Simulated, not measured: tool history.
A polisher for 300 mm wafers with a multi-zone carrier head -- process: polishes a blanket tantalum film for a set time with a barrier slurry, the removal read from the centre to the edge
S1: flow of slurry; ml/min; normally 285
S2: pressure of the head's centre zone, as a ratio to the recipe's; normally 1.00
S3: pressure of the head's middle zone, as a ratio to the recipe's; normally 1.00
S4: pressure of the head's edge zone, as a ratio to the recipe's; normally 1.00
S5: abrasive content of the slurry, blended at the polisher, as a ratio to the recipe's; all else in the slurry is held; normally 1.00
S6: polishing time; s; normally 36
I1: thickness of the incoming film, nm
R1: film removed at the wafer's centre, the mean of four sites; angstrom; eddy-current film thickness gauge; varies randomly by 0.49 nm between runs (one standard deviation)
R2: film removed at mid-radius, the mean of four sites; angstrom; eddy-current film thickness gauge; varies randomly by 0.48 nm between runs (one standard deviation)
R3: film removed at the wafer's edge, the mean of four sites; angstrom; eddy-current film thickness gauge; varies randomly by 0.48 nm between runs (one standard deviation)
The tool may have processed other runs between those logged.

run	hour	S1	S2	S3	S4	S5	S6	I1	R1	R2	R3
1	0.0	285	1.00	1.00	1.00	1.10	36	353.0	370	391	379
2	11.2	195	1.00	1.00	1.00	0.80	25	343.1	209	217	208
# hour 17.6: edge zone pressure recalibrated
3	20.7	220	1.00	1.08	1.03	1.00	30	350.7	287	315	288
# hour 27.6: worn pad replaced by a new one
4	28.5	215	1.00	1.00	1.00	1.25	36	355.5	409	441	422
5	47.0	285	1.00	1.00	1.12	1.00	36	344.3	379	395	400
6	58.2	285	1.00	1.00	1.00	1.00	36	351.5	376	394	379
7	66.5	325	0.91	0.90	0.90	1.00	36	351.1	338	354	359
8	83.8	285	1.00	1.00	1.00	1.00	36	352.2	368	388	376
9	93.8	285	1.08	1.00	1.00	1.25	46	352.1	534	532	516
10	107.3	285	1.00	1.00	1.00	1.00	36	349.7	349	377	357
# hour 119.8: centre zone pressure recalibrated
11	124.7	285	1.08	0.92	1.08	1.00	36	355.2	377	344	371
12	138.7	285	1.00	1.11	0.90	1.25	42	352.4	440	497	426
# hour 145.0: worn pad replaced by a new one
13	145.5	375	1.00	1.00	1.00	0.85	36	345.6	358	371	365
14	158.4	285	0.89	0.92	1.04	1.00	47	348.9	435	487	499
15	171.0	205	1.00	1.00	1.00	1.00	25	349.9	246	269	254
16	186.0	285	1.00	1.11	1.00	0.80	36	344.0	322	366	323
17	197.3	285	1.00	1.00	1.00	1.00	36	348.3	365	379	364
18	208.4	285	1.00	1.06	1.00	0.75	36	346.7	295	323	298
19	222.8	230	1.05	0.95	1.00	1.00	36	351.2	373	352	355
20	240.4	350	1.00	1.00	1.00	1.00	36	351.7	346	368	349
21	254.8	285	1.00	1.00	1.00	1.00	36	351.3	342	356	346
# hour 265.0: worn pad replaced by a new one
22	265.5	285	1.00	1.00	1.12	0.90	48	354.0	482	511	504

For each run, what was the tool's unlogged condition?
slurry flow missing at the pad, %: 0 in every run
deviation of the centre zone's pressure from its setpoint, %: 0 in every run
deviation of the edge zone's pressure from its setpoint, %: 0 in every run
H1: removal rate lost through wear of the pad, %
run	H1
1	8.86
2	9.98
3	10.9
4	0.151
5	2.02
6	3.14
7	3.98
8	5.72
9	6.73
10	8.09
11	9.85
12	11.3
13	0.89
14	2.19
15	3.46
16	4.97
17	6.11
18	7.23
19	8.68
20	10.5
21	11.9
22	0.237

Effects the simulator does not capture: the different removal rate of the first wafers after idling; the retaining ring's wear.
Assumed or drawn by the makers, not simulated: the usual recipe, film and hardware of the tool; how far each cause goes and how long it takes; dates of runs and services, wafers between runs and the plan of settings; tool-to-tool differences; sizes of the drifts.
